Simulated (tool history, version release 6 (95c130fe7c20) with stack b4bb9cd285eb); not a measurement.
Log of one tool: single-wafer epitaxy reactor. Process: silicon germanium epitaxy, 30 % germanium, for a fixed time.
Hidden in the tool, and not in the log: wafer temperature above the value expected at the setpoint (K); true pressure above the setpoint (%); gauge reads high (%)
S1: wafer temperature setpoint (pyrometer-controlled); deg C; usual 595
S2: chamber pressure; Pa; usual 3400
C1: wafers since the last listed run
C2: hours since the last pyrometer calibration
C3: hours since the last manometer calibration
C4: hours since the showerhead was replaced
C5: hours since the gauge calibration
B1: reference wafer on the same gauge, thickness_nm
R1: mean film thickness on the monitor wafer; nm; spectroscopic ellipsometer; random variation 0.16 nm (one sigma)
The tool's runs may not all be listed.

run,hour,S1,S2,C1,C2,C3,C4,C5,B1,R1
1,0.0,595,3400,0,1455.9,1018.7,4766.0,271.2,48.908,51.010
2,27.8,587,3400,415,1483.7,1046.5,4793.8,299.0,48.903,44.778
3,50.8,587,3400,343,1506.7,1069.5,4816.8,322.0,48.905,44.324
4,98.8,587,3400,717,1554.7,1117.5,4864.8,370.0,48.913,44.502
5,119.2,595,2866,305,1575.1,1137.9,4885.2,390.4,48.907,46.007
6,142.4,588,3880,346,1598.3,1161.1,4908.4,413.6,48.867,48.606
# hour 151.5: showerhead replaced
7,174.8,588,3880,364,1630.7,1193.5,23.3,446.0,48.899,48.385
# hour 208.8: capacitance manometer re-zeroed and calibrated
8,209.3,595,3400,396,1665.2,0.5,57.8,480.5,48.928,50.630
# hour 239.8: pyrometer calibrated
9,240.3,595,3400,343,0.5,31.5,88.8,511.5,48.909,56.192
# hour 245.2: gauge calibrated
10,245.4,605,3400,76,5.6,36.6,93.9,0.2,48.907,65.937
11,260.7,606,2906,228,20.9,51.9,109.2,15.5,48.945,61.300
12,288.6,595,3400,417,48.8,79.8,137.1,43.4,48.934,55.975
13,323.4,583,3400,520,83.6,114.6,171.9,78.2,48.880,45.657
14,349.2,583,4093,385,109.4,140.4,197.7,104.0,48.910,50.944
15,370.4,591,4080,317,130.6,161.6,218.9,125.2,48.916,57.765
16,396.9,602,2946,396,157.1,188.1,245.4,151.7,48.941,57.257
17,430.2,595,3146,498,190.4,221.4,278.7,185.0,48.903,53.313
18,442.8,605,4053,188,203.0,234.0,291.3,197.6,48.881,71.596

Hidden state or all else? Some run-to-run changes of R1, split into what the settings, what came in and random variation would give without the hidden state, and what is left for the hidden state (with any gauge scatter that isn't in both results):
Run 8 -> 9: pyrometer calibrated. R1 +5.562 nm: hidden state +5.613, all else -0.051.
Run 17 -> 18: S1 595 -> 605, S2 3146 -> 4053. R1 +18.283 nm: hidden state -0.182, all else +18.465.
